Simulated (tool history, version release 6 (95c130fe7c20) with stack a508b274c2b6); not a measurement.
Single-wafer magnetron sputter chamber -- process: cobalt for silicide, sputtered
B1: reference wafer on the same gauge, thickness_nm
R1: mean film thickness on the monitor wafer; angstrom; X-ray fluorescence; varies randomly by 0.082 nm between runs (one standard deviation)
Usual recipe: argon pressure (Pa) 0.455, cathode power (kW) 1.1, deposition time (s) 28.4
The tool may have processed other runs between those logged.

run 1 day=0 | argon_pressure_(Pa)=0.455 cathode_power_(kW)=1.1 deposition_time_(s)=28.4 | B1=12.731 | R1=150.74
run 2 day=3.125 | argon_pressure_(Pa)=0.455 cathode_power_(kW)=1.1 deposition_time_(s)=28.4 | B1=12.715 | R1=150.88
run 3 day=4.792 | argon_pressure_(Pa)=0.455 cathode_power_(kW)=1.1 deposition_time_(s)=28.4 | B1=12.681 | R1=150.04
-- day=5.675 sputter target and shields replaced
run 4 day=7.817 | argon_pressure_(Pa)=0.455 cathode_power_(kW)=1.1 deposition_time_(s)=28.4 | B1=12.693 | R1=154.78
run 5 day=10.521 | argon_pressure_(Pa)=0.349 cathode_power_(kW)=1.1 deposition_time_(s)=24.7 | B1=12.706 | R1=138.55
run 6 day=12.904 | argon_pressure_(Pa)=0.349 cathode_power_(kW)=1.1 deposition_time_(s)=24.7 | B1=12.708 | R1=136.88
run 7 day=15.65 | argon_pressure_(Pa)=0.349 cathode_power_(kW)=1.1 deposition_time_(s)=24.7 | B1=12.681 | R1=135.73
run 8 day=17.471 | argon_pressure_(Pa)=0.455 cathode_power_(kW)=1.1 deposition_time_(s)=28.4 | B1=12.713 | R1=151.3
run 9 day=20.904 | argon_pressure_(Pa)=0.455 cathode_power_(kW)=1.1 deposition_time_(s)=28.4 | B1=12.699 | R1=151.15
-- day=22.833 sputter target and shields replaced
run 10 day=24.429 | argon_pressure_(Pa)=0.455 cathode_power_(kW)=1.15 deposition_time_(s)=30.5 | B1=12.706 | R1=173.62
run 11 day=26.429 | argon_pressure_(Pa)=0.455 cathode_power_(kW)=1.15 deposition_time_(s)=30.5 | B1=12.698 | R1=172.28
-- day=28.1 gauge calibrated
-- day=30.092 magnet pack replaced
run 12 day=30.112 | argon_pressure_(Pa)=0.455 cathode_power_(kW)=1.15 deposition_time_(s)=30.5 | B1=12.701 | R1=171.84
run 13 day=31.412 | argon_pressure_(Pa)=0.455 cathode_power_(kW)=0.9 deposition_time_(s)=28.4 | B1=12.715 | R1=126.12
run 14 day=34.742 | argon_pressure_(Pa)=0.455 cathode_power_(kW)=1.15 deposition_time_(s)=28.4 | B1=12.716 | R1=159.91
run 15 day=36.962 | argon_pressure_(Pa)=0.455 cathode_power_(kW)=1.15 deposition_time_(s)=28.4 | B1=12.686 | R1=159.53
-- day=40.171 sputter target and shields replaced
run 16 day=41.004 | argon_pressure_(Pa)=0.455 cathode_power_(kW)=1.15 deposition_time_(s)=30.5 | B1=12.671 | R1=176.04
run 17 day=43.433 | argon_pressure_(Pa)=0.502 cathode_power_(kW)=1.2 deposition_time_(s)=26.6 | B1=12.705 | R1=157.04
run 18 day=45.1 | argon_pressure_(Pa)=0.391 cathode_power_(kW)=1.3 deposition_time_(s)=24.1 | B1=12.714 | R1=157.64

Forecast run 19:
run 19 day=47.296 | argon_pressure_(Pa)=0.584 cathode_power_(kW)=1.25 deposition_time_(s)=28.4 | B1=? | R1=?

{"run 19": {"B1": 12.712, "R1": 168.44}}
Had the tool carried no hidden state, the very same run would have given R1 170.66 angstrom.
